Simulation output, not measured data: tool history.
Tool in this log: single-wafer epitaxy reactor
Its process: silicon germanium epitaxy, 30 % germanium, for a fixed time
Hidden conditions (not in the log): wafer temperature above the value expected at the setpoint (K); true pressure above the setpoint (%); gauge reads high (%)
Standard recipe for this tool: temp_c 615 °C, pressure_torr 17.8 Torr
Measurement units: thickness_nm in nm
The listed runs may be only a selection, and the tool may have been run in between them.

run,hour,temp_c,pressure_torr,wafers since the last listed run,hours since the last pyrometer calibration,hours since the last manometer calibration,hours since the showerhead was replaced,hours since the gauge calibration,"read-back reference wafer on the same gauge, thickness_nm",thickness_nm
1,0,615,17.8,0,1310.8,917.3,5151.8,1111.4,61.147,66.713
2,289.1,615,17.8,6633,1599.9,1206.4,5440.9,1400.5,61.111,66.869
3,390.8,615,17.8,2333,1701.6,1308.1,5542.6,1502.2,61.068,66.807
4,465,615,17.8,1702,1775.8,1382.3,5616.8,1576.4,61.052,66.985
5,545.8,615,17.8,1854,1856.6,1463.1,5697.6,1657.2,61.038,66.505
6,584.8,615,17.8,894,1895.6,1502.1,5736.6,1696.2,61.136,66.46
7,668.7,620,17.8,1925,1979.5,1586,5820.5,1780.1,61.163,71.755
8,709.2,620,17.8,929,2020,1626.5,5861,1820.6,60.993,71.459
9,798.4,615,17.8,2046,2109.2,1715.7,5950.2,1909.8,61.146,66.946
10,871.7,615,17.8,1681,2182.5,1789,6023.5,1983.1,61.078,66.553
11,924.6,615,17.8,1213,2235.4,1841.9,6076.4,2036,61.091,66.253
12,1005.4,604,17.8,1854,2316.2,1922.7,6157.2,2116.8,61.083,56.093
13,1086.8,606,20.8,1867,2397.6,2004.1,6238.6,2198.2,61.118,61.106
# hour 1144.2: pyrometer calibrated
14,1161.8,615,17.8,1537,17.6,2079.1,6313.6,2273.2,61.06,68.921
15,1223.4,626,16.1,1413,79.2,2140.7,6375.2,2334.8,61.159,79.285
# hour 1351.9: capacitance manometer re-zeroed and calibrated
16,1361.1,625,21,2976,216.9,9.2,6512.9,2472.5,61.112,84.191
# hour 1371: showerhead replaced
17,1417,622,17.8,1099,272.8,65.1,46,2528.4,61.075,75.869
18,1506.1,615,17.8,2044,361.9,154.2,135.1,2617.5,61.015,68.423
# hour 1543.7: gauge calibrated
19,1563.9,611,21.6,1326,419.7,212,192.9,20.2,61.105,68.362
20,1691.7,615,17.8,2932,547.5,339.8,320.7,148,61.081,68.013
21,1761.1,605,17.8,1592,616.9,409.2,390.1,217.4,61.06,57.619
22,1804.1,623,20,986,659.9,452.2,433.1,260.4,61.126,79.564
23,1901.5,624,21.8,2234,757.3,549.6,530.5,357.8,61.047,83.165
24,2001,615,17.8,2283,856.8,649.1,630,457.3,61.158,66.846

Per-run results on a tool with no hidden state, each run keeping its own random variation:
run,thickness_nm
1,68.797
2,69.136
3,69.121
4,69.338
5,68.873
6,68.841
7,74.331
8,74.039
9,69.413
10,69.026
11,68.727
12,58.251
13,63.463
14,68.921
15,79.512
16,84.917
17,76.686
18,69.383
19,69.456
20,69.344
21,58.874
22,81.317
23,85.171
24,68.619
